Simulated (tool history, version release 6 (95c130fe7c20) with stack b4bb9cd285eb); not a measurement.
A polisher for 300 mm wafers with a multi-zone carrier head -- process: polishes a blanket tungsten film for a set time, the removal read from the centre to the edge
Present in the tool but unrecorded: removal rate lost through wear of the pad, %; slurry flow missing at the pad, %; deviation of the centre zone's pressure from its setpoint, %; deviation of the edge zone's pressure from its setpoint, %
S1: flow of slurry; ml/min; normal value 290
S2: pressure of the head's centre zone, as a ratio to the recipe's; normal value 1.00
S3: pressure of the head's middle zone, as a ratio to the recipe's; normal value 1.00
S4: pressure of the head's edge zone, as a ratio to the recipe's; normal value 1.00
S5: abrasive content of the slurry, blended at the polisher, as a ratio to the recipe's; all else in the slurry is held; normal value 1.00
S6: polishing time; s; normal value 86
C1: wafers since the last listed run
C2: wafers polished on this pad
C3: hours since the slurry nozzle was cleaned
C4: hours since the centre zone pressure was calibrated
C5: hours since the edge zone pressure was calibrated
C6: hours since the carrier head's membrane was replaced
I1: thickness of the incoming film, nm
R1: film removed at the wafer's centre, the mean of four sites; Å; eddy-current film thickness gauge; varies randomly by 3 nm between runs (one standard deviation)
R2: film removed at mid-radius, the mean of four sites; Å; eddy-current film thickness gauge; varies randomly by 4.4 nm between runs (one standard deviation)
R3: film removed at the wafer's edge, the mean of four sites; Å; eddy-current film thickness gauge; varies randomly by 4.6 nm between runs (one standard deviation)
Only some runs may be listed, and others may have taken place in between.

run    hour   S1    S2    S3    S4    S5  S6    C1    C2     C3      C4      C5      C6     I1    R1    R2    R3
  1     0.0  290  1.00  1.00  1.00  1.00  74     0  1090  756.9   500.2   340.9   394.5  991.8  2937  2732  2812
        3.9  -- slurry nozzle cleaned
  2    39.2  290  1.11  1.00  1.00  1.00  86   243  1334   35.3   539.4   380.1   433.7  982.9  3930  3406  3298
  3   109.0  290  1.00  1.00  1.00  1.00  96   444  1779  105.1   609.2   449.9   503.5  979.4  3989  3734  3802
  4   215.1  290  1.00  1.00  1.00  1.00  86   676  2455  211.2   715.3   556.0   609.6  980.0  3578  3329  3342
  5   318.0  390  1.00  1.00  0.93  1.00  86   655  3110  314.1   818.2   658.9   712.5  972.4  3658  3307  3165
  6   357.5  290  0.89  0.89  1.00  1.25  86   251  3362  353.6   857.7   698.4   752.0  984.8  3480  3299  3645
  7   419.7  205  1.00  1.12  1.00  1.00  86   396  3758  415.8   919.9   760.6   814.2  967.4  3460  3491  3258
      509.9  -- worn pad replaced by a new one
  8   526.5  205  1.00  1.12  1.00  1.00  86   655   105  522.6  1026.7   867.4   921.0  965.4  3419  3455  3327
  9   566.9  290  1.00  0.96  1.00  1.00  86   257   363  563.0  1067.1   907.8   961.4  984.6  3489  3121  3337
 10   632.5  290  1.05  1.00  1.00  1.20  86   418   781  628.6  1132.7   973.4  1027.0  984.9  3868  3449  3473
      637.3  -- slurry nozzle cleaned
      837.0  -- centre zone pressure recalibrated
 11   866.8  290  0.96  1.00  1.00  1.00  86  1473  2255  229.5    29.8  1207.7  1261.3  961.1  3431  3342  3306
      873.2  -- edge zone pressure recalibrated
 12   973.8  290  1.09  1.05  1.00  1.00  86   669  2924  336.5   136.8   100.6  1368.3  982.5  3814  3456  3362
 13  1068.2  335  1.00  1.00  1.00  1.00  86   601  3525  430.9   231.2   195.0  1462.7  997.2  3594  3377  3350
 14  1116.9  290  1.00  1.09  1.06  1.00  66   310  3836  479.6   279.9   243.7  1511.4  984.9  2756  2713  2648
     1161.2  -- worn pad replaced by a new one
 15  1161.7  290  1.00  1.00  1.00  1.00  86   259     3  524.4   324.7   288.5  1556.2  973.0  3525  3196  3263
 16  1200.5  290  0.89  1.00  1.00  1.00  86   247   250  563.2   363.5   327.3  1595.0  976.2  3194  3169  3384
 17  1264.7  265  1.00  0.93  1.00  1.00  58   409   659  627.4   427.7   391.5  1659.2  970.6  2347  2044  2236
 18  1347.5  290  1.00  1.00  1.00  1.00  86   527  1187  710.2   510.5   474.3  1742.0  981.4  3484  3199  3377
     1431.8  -- slurry nozzle cleaned
 19  1454.3  320  1.00  1.00  1.00  1.00  86   674  1861   22.5   617.3   581.1  1848.8  992.8  3663  3348  3433
     1475.8  -- carrier head's membrane replaced by a new one
 20  1539.2  290  1.00  0.89  1.00  1.00  86   509  2370  107.4   702.2   666.0    63.4  986.5  3552  3068  3402

Predict each of these 5 candidate next runs independently; none follows another, all start after run 20:
  A  1539.6  290  1.00  0.91  1.00  1.00  86   2  2372  107.8  702.6  666.4  63.8  969.4   ?   ?   ?
  B  1539.6  250  1.00  0.92  1.00  1.00  97   2  2372  107.8  702.6  666.4  63.8  969.4   ?   ?   ?
  C  1539.6  380  1.00  1.00  1.00  1.00  86   2  2372  107.8  702.6  666.4  63.8  969.4   ?   ?   ?
  D  1539.6  290  1.00  0.95  1.11  1.00  86   2  2372  107.8  702.6  666.4  63.8  969.4   ?   ?   ?
  E  1539.6  200  0.92  1.09  1.00  1.00  86   2  2372  107.8  702.6  666.4  63.8  969.4   ?   ?   ?

run    R1    R2    R3
  A  3627  3124  3401
  B  4051  3521  3809
  C  3694  3410  3438
  D  3628  3227  3580
  E  3281  3509  3335
What these runs would have given with no unlogged condition in the tool:
run    R1    R2    R3
  A  3631  3127  3403
  B  4055  3524  3812
  C  3697  3413  3440
  D  3632  3230  3582
  E  3285  3513  3338
